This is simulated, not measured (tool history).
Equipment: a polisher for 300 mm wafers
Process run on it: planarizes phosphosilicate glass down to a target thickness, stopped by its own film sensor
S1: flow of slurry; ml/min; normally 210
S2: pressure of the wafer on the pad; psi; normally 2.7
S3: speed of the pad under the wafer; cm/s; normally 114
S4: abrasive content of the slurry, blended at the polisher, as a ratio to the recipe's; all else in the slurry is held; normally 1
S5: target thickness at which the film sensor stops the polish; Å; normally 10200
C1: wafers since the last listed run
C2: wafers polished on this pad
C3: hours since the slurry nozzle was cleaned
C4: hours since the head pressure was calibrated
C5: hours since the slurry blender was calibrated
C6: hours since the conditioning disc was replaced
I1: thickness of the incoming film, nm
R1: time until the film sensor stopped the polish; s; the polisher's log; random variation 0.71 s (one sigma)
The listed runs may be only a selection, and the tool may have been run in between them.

Run 1, hour 0: usual settings but S5 10700 Å; C1 0; C2 981; C3 138.8; C4 371.4; C5 178.4; C6 280.5; I1 1626.9. Result: R1 64.7 s.
At hour 39.8: conditioning disc replaced and pad reconditioned.
Run 2, hour 53.6: usual settings but S5 10700 Å; C1 556; C2 1537; C3 192.4; C4 425; C5 232; C6 13.8; I1 1615.3. Result: R1 64.6 s.
At hour 116.4: slurry blender recalibrated.
At hour 149.4: worn pad replaced by a new one.
Run 3, hour 212.5: usual settings; C1 1649; C2 680; C3 351.3; C4 583.9; C5 96.1; C6 172.7; I1 1603.7. Result: R1 68.1 s.
Run 4, hour 243.5: usual settings; C1 334; C2 1015; C3 382.3; C4 614.9; C5 127.1; C6 203.7; I1 1616.9. Result: R1 69.7 s.
Run 5, hour 322: usual settings; C1 846; C2 1861; C3 460.8; C4 693.4; C5 205.6; C6 282.2; I1 1617.3. Result: R1 73.6 s.
At hour 349.3: conditioning disc replaced and pad reconditioned.
Run 6, hour 349.8: usual settings; C1 278; C2 2140; C3 488.6; C4 721.2; C5 233.4; C6 0.5; I1 1591.6. Result: R1 69.1 s.
At hour 382.1: slurry nozzle cleaned.
At hour 408.7: worn pad replaced by a new one.
Run 7, hour 409.2: usual settings but S1 190 ml/min; C1 586; C2 5; C3 27.1; C4 780.6; C5 292.8; C6 59.9; I1 1572.7. Result: R1 61.1 s.
At hour 439.6: slurry blender recalibrated.
Run 8, hour 441.4: usual settings but S3 142 cm/s; C1 325; C2 330; C3 59.3; C4 812.8; C5 1.8; C6 92.1; I1 1574.7. Result: R1 52.8 s.
Run 9, hour 498.9: usual settings but S3 142 cm/s; C1 620; C2 950; C3 116.8; C4 870.3; C5 59.3; C6 149.6; I1 1599.1. Result: R1 56.2 s.
Run 10, hour 542: usual settings but S3 142 cm/s; C1 464; C2 1415; C3 159.9; C4 913.4; C5 102.4; C6 192.7; I1 1591.2. Result: R1 57.3 s.
Run 11, hour 566.6: usual settings but S1 250 ml/min, S3 96 cm/s, S5 8700 Å; C1 265; C2 1681; C3 184.5; C4 938; C5 127; C6 217.3; I1 1613.1. Result: R1 93.3 s.
At hour 602.2: conditioning disc replaced and pad reconditioned.
Run 12, hour 624.1: usual settings but S4 0.85; C1 598; C2 2279; C3 242; C4 995.5; C5 184.5; C6 21.9; I1 1581. Result: R1 72 s.
Run 13, hour 670.4: usual settings but S3 142 cm/s; C1 499; C2 2779; C3 288.3; C4 1041.8; C5 230.8; C6 68.2; I1 1601.4. Result: R1 61.3 s.
At hour 694.7: worn pad replaced by a new one.
At hour 716.9: slurry blender recalibrated.
Run 14, hour 724.9: usual settings but S3 78 cm/s; C1 523; C2 304; C3 342.8; C4 1096.3; C5 8; C6 122.7; I1 1583.7. Result: R1 82.8 s.
Run 15, hour 782: usual settings; C1 615; C2 920; C3 399.9; C4 1153.4; C5 65.1; C6 179.8; I1 1647.2. Result: R1 72.6 s.
At hour 829.3: slurry nozzle cleaned.
Run 16, hour 845.6: usual settings but S1 180 ml/min, S2 3.5 psi; C1 675; C2 1595; C3 16.3; C4 1217; C5 128.7; C6 243.4; I1 1593.3. Result: R1 50.2 s.
At hour 864.7: conditioning disc replaced and pad reconditioned.
At hour 913: head pressure recalibrated.
At hour 938.9: worn pad replaced by a new one.
Run 17, hour 965: usual settings but S3 124 cm/s, S4 0.85, S5 9430 Å; C1 1201; C2 281; C3 135.7; C4 52; C5 248.1; C6 100.3; I1 1584.7. Result: R1 74.2 s.
At hour 1010.5: slurry blender recalibrated.
Run 18, hour 1011.5: usual settings but S2 3.2 psi; C1 479; C2 761; C3 182.2; C4 98.5; C5 1; C6 146.8; I1 1605.9. Result: R1 58 s.
Run 19, hour 1041.6: usual settings but S2 2.3 psi, S4 1.1, S5 8250 Å; C1 324; C2 1086; C3 212.3; C4 128.6; C5 31.1; C6 176.9; I1 1598. Result: R1 100.7 s.
Run 20, hour 1100.2: usual settings but S1 275 ml/min, S2 3.6 psi, S4 0.9; C1 632; C2 1718; C3 270.9; C4 187.2; C5 89.7; C6 235.5; I1 1614.6. Result: R1 53.8 s.
At hour 1177.6: conditioning disc replaced and pad reconditioned.
At hour 1180.4: worn pad replaced by a new one.
Run 21, hour 1251.7: usual settings but S2 2.3 psi; C1 1582; C2 769; C3 422.4; C4 338.7; C5 241.2; C6 74.1; I1 1598.9. Result: R1 78.8 s.

Pick out some run-to-run changes in R1. Of each, how much would a tool without hidden state show as well, from the settings, what came in and chance, and how much is left for the hidden state and any gauge scatter not in both results compared?
Hidden state at play: removal rate lost through wear of the pad, %; slurry flow missing at the pad, %; deviation of the head's pressure from its setpoint, %; abrasive missing from the slurry, %; time polished since the conditioner stopped cutting, s.
Run 6 -> 7: S1 210 -> 190, slurry nozzle cleaned, worn pad replaced by a new one. R1 -8 s: hidden state -7.4, all else -0.6.
Run 18 -> 19: S2 3.2 -> 2.3, S4 1 -> 1.1, S5 10200 -> 8250. R1 +42.7 s: hidden state +4, all else +38.7.
Run 19 -> 20: S1 210 -> 275, S2 2.3 -> 3.6, S4 1.1 -> 0.9, S5 8250 -> 10200. R1 -46.9 s: hidden state -3, all else -43.9.
